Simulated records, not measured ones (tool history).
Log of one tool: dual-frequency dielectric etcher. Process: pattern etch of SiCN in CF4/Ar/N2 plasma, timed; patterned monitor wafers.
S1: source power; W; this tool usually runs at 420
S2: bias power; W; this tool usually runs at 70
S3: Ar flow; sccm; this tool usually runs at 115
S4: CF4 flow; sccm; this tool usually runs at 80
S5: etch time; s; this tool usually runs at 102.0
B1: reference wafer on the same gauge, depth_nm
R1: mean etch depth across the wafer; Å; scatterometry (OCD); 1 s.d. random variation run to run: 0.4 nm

Run 1, day 0.000: usual settings but S4 89 sccm, S5 122.5 s; B1 81.7. Result: R1 835 Å.
Run 2, day 0.625: usual settings but S4 89 sccm, S5 122.5 s; B1 81.7. Result: R1 838 Å.
Run 3, day 1.012: usual settings but S4 89 sccm, S5 122.5 s; B1 81.6. Result: R1 842 Å.
Run 4, day 1.504: usual settings; B1 81.7. Result: R1 690 Å.
At day 3.421: wet clean of the chamber.
Run 5, day 3.442: usual settings but S2 77 W; B1 81.7. Result: R1 736 Å.
Run 6, day 3.738: usual settings but S2 77 W; B1 81.7. Result: R1 726 Å.
Run 7, day 4.012: usual settings; B1 81.6. Result: R1 719 Å.
At day 4.221: bias power generator calibrated.
At day 5.375: Ar flow controller replaced.
At day 5.679: gauge calibrated.
At day 5.812: CF4 flow controller replaced.
At day 6.021: upper electrode replaced, of another model than before.
Run 8, day 6.042: usual settings; B1 81.7. Result: R1 710 Å.
Run 9, day 6.262: usual settings; B1 81.8. Result: R1 716 Å.
Run 10, day 6.567: usual settings; B1 81.7. Result: R1 719 Å.
At day 7.012: source power generator calibrated.
Run 11, day 7.033: usual settings; B1 81.7. Result: R1 708 Å.
Run 12, day 7.650: usual settings but S1 380 W, S2 86 W, S5 119.0 s; B1 81.7. Result: R1 804 Å.
Run 13, day 8.033: usual settings but S1 370 W; B1 81.7. Result: R1 648 Å.
Run 14, day 8.596: usual settings but S1 340 W, S5 125.5 s; B1 81.7. Result: R1 761 Å.
Run 15, day 8.938: usual settings but S3 138 sccm, S5 121.5 s; B1 81.7. Result: R1 829 Å.
Run 16, day 9.442: usual settings but S1 480 W, S4 71 sccm; B1 81.7. Result: R1 759 Å.
Run 17, day 9.738: usual settings but S1 370 W, S3 99 sccm; B1 81.8. Result: R1 659 Å.
Run 18, day 10.033: usual settings but S2 55 W, S3 137 sccm, S4 90 sccm, S5 81.0 s; B1 81.7. Result: R1 539 Å.
Run 19, day 10.471: usual settings but S3 141 sccm; B1 81.6. Result: R1 691 Å.

Alternative continuations, all from the tool just after run 19; predict every row:
Run A, day 10.488: usual settings; B1 ?. Result: R1 ?.
Run B, day 10.488: usual settings but S4 88 sccm; B1 ?. Result: R1 ?.
Run C, day 10.488: usual settings but S5 114.5 s; B1 ?. Result: R1 ?.

run    B1   R1
  A  81.7  702
  B  81.7  710
  C  81.7  788
Stripped of hidden state, with their random variation kept, the same runs would have yielded:
run   R1
  A  721
  B  728
  C  809

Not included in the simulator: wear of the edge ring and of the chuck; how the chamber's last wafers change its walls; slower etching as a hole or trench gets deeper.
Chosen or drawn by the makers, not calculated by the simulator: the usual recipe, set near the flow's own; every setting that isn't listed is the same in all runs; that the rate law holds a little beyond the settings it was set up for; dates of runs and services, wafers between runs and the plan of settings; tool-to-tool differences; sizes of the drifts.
